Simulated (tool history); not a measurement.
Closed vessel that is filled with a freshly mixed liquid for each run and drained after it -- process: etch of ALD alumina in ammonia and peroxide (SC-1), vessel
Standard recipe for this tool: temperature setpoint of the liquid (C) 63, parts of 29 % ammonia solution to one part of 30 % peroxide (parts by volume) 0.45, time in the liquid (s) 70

run	hour	temperature setpoint of the liquid (C)	parts of 29 % ammonia solution to one part of 30 % peroxide (parts by volume)	time in the liquid (s)	wafers since the last listed run	hours since the thermometer was replaced	hours since the ammonia flow meter was replaced	hours since the drum of ammonia solution was connected	hours since the gauge calibration	read-back film thickness of the ALD alumina reference wafer, read on the same gauge (nm)	thickness taken off the ALD alumina on a monitor wafer (nm)
1	0	60.5	0.45	70	0	1260.3	543.2	878.1	3514.4	49.97	5.79
# hour 27.7: new drum of ammonia solution connected
2	59.5	63	0.45	70	5636	1319.8	602.7	31.8	3573.9	49.95	6.6
3	107.4	63	0.45	70	4614	1367.7	650.6	79.7	3621.8	49.98	6.64
4	216.8	63	0.45	70	10539	1477.1	760	189.1	3731.2	50.03	6.59
5	262.2	63	0.45	70	4373	1522.5	805.4	234.5	3776.6	49.98	6.62
# hour 272.3: gauge calibrated
6	352.2	63	0.6	40	8670	1612.5	895.4	324.5	79.9	49.97	3.93
7	414.2	63	0.45	70	5973	1674.5	957.4	386.5	141.9	50.03	6.65
8	458.7	59	0.25	35	4287	1719	1001.9	431	186.4	50.05	2.55
9	518.5	58.5	0.35	45	5761	1778.8	1061.7	490.8	246.2	50.04	3.3
10	819.8	58	0.6	80	29028	2080.1	1363	792.1	547.5	49.96	6.11
11	884.6	70	0.3	90	6243	2144.9	1427.8	856.9	612.3	49.99	11.64
# hour 886.6: ammonia flow meter replaced
12	953.3	63	0.5	70	6522	2213.6	66.7	925.6	681	49.94	6.71
# hour 971.4: new drum of ammonia solution connected
13	1054.9	54.5	0.6	85	9692	2315.2	168.3	83.5	782.6	50	5.34
14	1132.1	70	0.6	55	7437	2392.4	245.5	160.7	859.8	50.03	7.61
# hour 1173: thermometer replaced
15	1216.5	66.5	0.45	70	8035	43.5	329.9	245.1	944.2	49.99	7.58
16	1296.2	68.5	0.35	30	7678	123.2	409.6	324.8	1023.9	49.97	3.54
17	1353.4	63	0.45	70	5510	180.4	466.8	382	1081.1	49.99	6.48
18	1414.4	63	0.45	70	5876	241.4	527.8	443	1142.1	49.94	6.52
19	1486.4	63	0.6	95	6936	313.4	599.8	515	1214.1	50	9.02
20	1587.6	55	0.45	100	9749	414.6	701	616.2	1315.3	49.98	6.1
21	1654.2	63	0.3	105	6416	481.2	767.6	682.8	1381.9	50.02	9.41
22	1723.2	59	0.25	35	6647	550.2	836.6	751.8	1450.9	50.05	2.49
23	1760.3	59	0.25	95	3574	587.3	873.7	788.9	1488	50.01	6.79
24	1846.4	63	0.45	105	8295	673.4	959.8	875	1574.1	50.02	9.72
# hour 1913.6: new drum of ammonia solution connected
25	2125	59	0.25	35	26744	952	1238.4	211.4	1852.7	50.02	2.53
# hour 2153.2: ammonia flow meter replaced
26	2161.8	56.5	0.55	50	3449	988.8	8.6	248.2	1889.5	49.94	3.43
27	2332.5	63	0.25	105	16445	1159.5	179.3	418.9	2060.2	50.03	9.32
28	2438.3	70	0.45	35	10193	1265.3	285.1	524.7	2166	50	4.64
29	2511.6	68	0.25	55	7061	1338.6	358.4	598	2239.3	50.01	6.2

Hidden state, per run?
ammonia flow below the setpoint (%): 0 across all the runs
ammonia solution weaker than its label (%): 0 across all the runs
gauge reads high (%): 0 across all the runs
H1: liquid hotter than its thermometer reads (K)
run	H1
1	0.539
2	0.559
3	0.574
4	0.609
5	0.623
6	0.652
7	0.672
8	0.686
9	0.706
10	0.802
11	0.823
12	0.845
13	0.877
14	0.902
15	0.135
16	0.16
17	0.179
18	0.198
19	0.221
20	0.254
21	0.275
22	0.297
23	0.309
24	0.336
25	0.426
26	0.437
27	0.492
28	0.526
29	0.549
